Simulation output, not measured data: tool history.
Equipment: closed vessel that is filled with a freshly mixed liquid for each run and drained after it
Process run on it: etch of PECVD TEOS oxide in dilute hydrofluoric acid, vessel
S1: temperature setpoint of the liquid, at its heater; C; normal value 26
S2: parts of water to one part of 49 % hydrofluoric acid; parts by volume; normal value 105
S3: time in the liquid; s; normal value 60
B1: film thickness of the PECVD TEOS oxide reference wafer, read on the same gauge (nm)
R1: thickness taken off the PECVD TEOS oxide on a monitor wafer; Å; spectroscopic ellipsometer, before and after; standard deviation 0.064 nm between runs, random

run 1 hour=0 | S1=26 S2=105 S3=60 | B1=60.01 | R1=176.8
run 2 hour=25.1 | S1=27.5 S2=105 S3=65 | B1=59.99 | R1=203.2
run 3 hour=50.6 | S1=27.5 S2=105 S3=65 | B1=59.99 | R1=204.5
run 4 hour=75.4 | S1=26 S2=105 S3=35 | B1=60 | R1=103.8
-- hour=77.8 gauge calibrated
run 5 hour=115.6 | S1=26 S2=105 S3=35 | B1=60.02 | R1=104.2
run 6 hour=180.9 | S1=26 S2=105 S3=35 | B1=60.05 | R1=104.9
run 7 hour=208 | S1=26 S2=105 S3=45 | B1=60.01 | R1=134
run 8 hour=234.5 | S1=26 S2=105 S3=60 | B1=60.01 | R1=179.3
run 9 hour=284.2 | S1=26 S2=105 S3=60 | B1=59.95 | R1=179.6
-- hour=328.3 thermometer replaced
run 10 hour=348.4 | S1=29.5 S2=105 S3=80 | B1=60.02 | R1=261.4
run 11 hour=390.3 | S1=26 S2=105 S3=60 | B1=60.04 | R1=170.4
run 12 hour=426.1 | S1=28 S2=120 S3=30 | B1=59.97 | R1=79.9
run 13 hour=490.6 | S1=24 S2=125 S3=30 | B1=60.05 | R1=65.3
run 14 hour=545.3 | S1=26 S2=105 S3=60 | B1=60.03 | R1=172.2
run 15 hour=592.5 | S1=28.5 S2=105 S3=70 | B1=60.05 | R1=222.2
run 16 hour=637.7 | S1=26 S2=125 S3=40 | B1=60.01 | R1=95.6
run 17 hour=703 | S1=27.5 S2=75 S3=60 | B1=59.99 | R1=269.2
run 18 hour=766.5 | S1=27.5 S2=75 S3=60 | B1=59.98 | R1=270.9
run 19 hour=805.8 | S1=26 S2=105 S3=90 | B1=60 | R1=262.8
-- hour=834.7 hydrofluoric acid flow meter replaced
run 20 hour=851 | S1=23.5 S2=105 S3=60 | B1=59.99 | R1=160.4
run 21 hour=922 | S1=26 S2=105 S3=35 | B1=59.98 | R1=102.6
run 22 hour=990.1 | S1=22.5 S2=80 S3=60 | B1=59.97 | R1=209.4
run 23 hour=1025.7 | S1=23 S2=105 S3=60 | B1=60.02 | R1=158.3
-- hour=1134.4 thermometer replaced
run 24 hour=1227.2 | S1=22.5 S2=105 S3=75 | B1=60 | R1=188
run 25 hour=1293.4 | S1=28.5 S2=140 S3=60 | B1=60.06 | R1=136.6
run 26 hour=1346.8 | S1=24 S2=150 S3=35 | B1=60.01 | R1=62.5
run 27 hour=1376.8 | S1=26 S2=105 S3=30 | B1=60.01 | R1=87.1
run 28 hour=1442.6 | S1=24 S2=60 S3=60 | B1=59.96 | R1=300
run 29 hour=1509.3 | S1=24 S2=105 S3=60 | B1=59.98 | R1=162.1
run 30 hour=1564 | S1=27.5 S2=70 S3=30 | B1=60.05 | R1=147.9
run 31 hour=1632.3 | S1=30.5 S2=135 S3=30 | B1=59.99 | R1=77.9
run 32 hour=1659 | S1=27.5 S2=105 S3=50 | B1=60.01 | R1=156.6

For each run, the measured value with the value that run would have given without the tool's hidden condition subtracted. The run-to-run variation is shared by both, the gauge scatter possibly not:
The tool's hidden condition here consists of: liquid hotter than its thermometer reads (K); hydrofluoric acid flow above the setpoint (%); gauge reads high (%).
run=1 R1=+6.1
run=2 R1=+7.3
run=3 R1=+7.7
run=4 R1=+4
run=5 R1=+4.4
run=6 R1=+4.7
run=7 R1=+6.3
run=8 R1=+8.7
run=9 R1=+9.3
run=10 R1=+0.3
run=11 R1=+0.6
run=12 R1=+0.5
run=13 R1=+0.6
run=14 R1=+2.3
run=15 R1=+3.4
run=16 R1=+1.7
run=17 R1=+6.1
run=18 R1=+7.2
run=19 R1=+7.5
run=20 R1=+5.1
run=21 R1=+3.6
run=22 R1=+8.6
run=23 R1=+6.7
run=24 R1=+2
run=25 R1=+1.8
run=26 R1=+1
run=27 R1=+1.7
run=28 R1=+7.2
run=29 R1=+4.5
run=30 R1=+4.5
run=31 R1=+2.5
run=32 R1=+5.5
